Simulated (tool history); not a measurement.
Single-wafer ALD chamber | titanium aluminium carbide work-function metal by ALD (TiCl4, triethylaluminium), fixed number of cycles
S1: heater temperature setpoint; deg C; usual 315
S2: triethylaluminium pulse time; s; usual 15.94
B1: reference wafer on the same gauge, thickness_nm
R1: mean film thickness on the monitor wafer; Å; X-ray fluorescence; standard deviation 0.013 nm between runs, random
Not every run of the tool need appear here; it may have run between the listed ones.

run 1 hour=0.0 | S1=315 S2=15.94 | B1=2.707 | R1=23.12
-- hour=37.1 gauge calibrated
run 2 hour=63.9 | S1=308 S2=17.85 | B1=2.625 | R1=21.64
run 3 hour=119.1 | S1=308 S2=17.85 | B1=2.618 | R1=21.76
-- hour=139.5 triethylaluminium bottle replaced
run 4 hour=149.1 | S1=308 S2=17.85 | B1=2.621 | R1=21.91
run 5 hour=188.9 | S1=315 S2=15.94 | B1=2.618 | R1=22.46
run 6 hour=248.0 | S1=315 S2=15.94 | B1=2.631 | R1=22.67
run 7 hour=315.3 | S1=315 S2=15.94 | B1=2.630 | R1=22.55
run 8 hour=371.8 | S1=315 S2=15.94 | B1=2.633 | R1=22.52
run 9 hour=432.9 | S1=315 S2=15.94 | B1=2.641 | R1=22.29
run 10 hour=478.5 | S1=315 S2=15.94 | B1=2.651 | R1=22.37
-- hour=525.4 thermocouple changed; heater temperature recalibrated
run 11 hour=538.2 | S1=315 S2=15.94 | B1=2.648 | R1=22.48
run 12 hour=600.1 | S1=315 S2=11.93 | B1=2.659 | R1=22.73
run 13 hour=634.2 | S1=315 S2=15.94 | B1=2.662 | R1=22.76
run 14 hour=683.6 | S1=330 S2=22.18 | B1=2.675 | R1=24.21
run 15 hour=748.5 | S1=305 S2=10.33 | B1=2.689 | R1=21.78
-- hour=763.2 gauge calibrated
-- hour=795.5 showerhead replaced
run 16 hour=807.8 | S1=315 S2=15.94 | B1=2.634 | R1=22.44
run 17 hour=870.0 | S1=315 S2=15.94 | B1=2.640 | R1=22.76
-- hour=881.2 triethylaluminium bottle replaced
run 18 hour=907.3 | S1=310 S2=20.10 | B1=2.637 | R1=22.11
run 19 hour=973.3 | S1=326 S2=21.75 | B1=2.635 | R1=23.47
run 20 hour=1011.0 | S1=311 S2=15.94 | B1=2.641 | R1=22.36
run 21 hour=1051.1 | S1=321 S2=9.73 | B1=2.641 | R1=23.05
run 22 hour=1119.3 | S1=310 S2=18.82 | B1=2.647 | R1=22.47
run 23 hour=1185.9 | S1=327 S2=18.49 | B1=2.658 | R1=23.77
run 24 hour=1210.2 | S1=324 S2=12.17 | B1=2.657 | R1=23.21
run 25 hour=1241.7 | S1=310 S2=18.78 | B1=2.664 | R1=22.38

Forecast each of these 5 alternatives for the next run:
run A hour=1242.1 | S1=315 S2=15.94 | B1=? | R1=?
run B hour=1242.1 | S1=328 S2=21.11 | B1=? | R1=?
run C hour=1242.1 | S1=329 S2=20.16 | B1=? | R1=?
run D hour=1242.1 | S1=325 S2=11.49 | B1=? | R1=?
run E hour=1242.1 | S1=320 S2=10.43 | B1=? | R1=?

run=A B1=2.664 R1=22.78
run=B B1=2.664 R1=23.92
run=C B1=2.664 R1=23.99
run=D B1=2.664 R1=23.50
run=E B1=2.664 R1=23.04
With no hidden state in the tool, these same runs would have given:
run=A R1=22.51
run=B R1=23.64
run=C R1=23.71
run=D R1=23.22
run=E R1=22.77
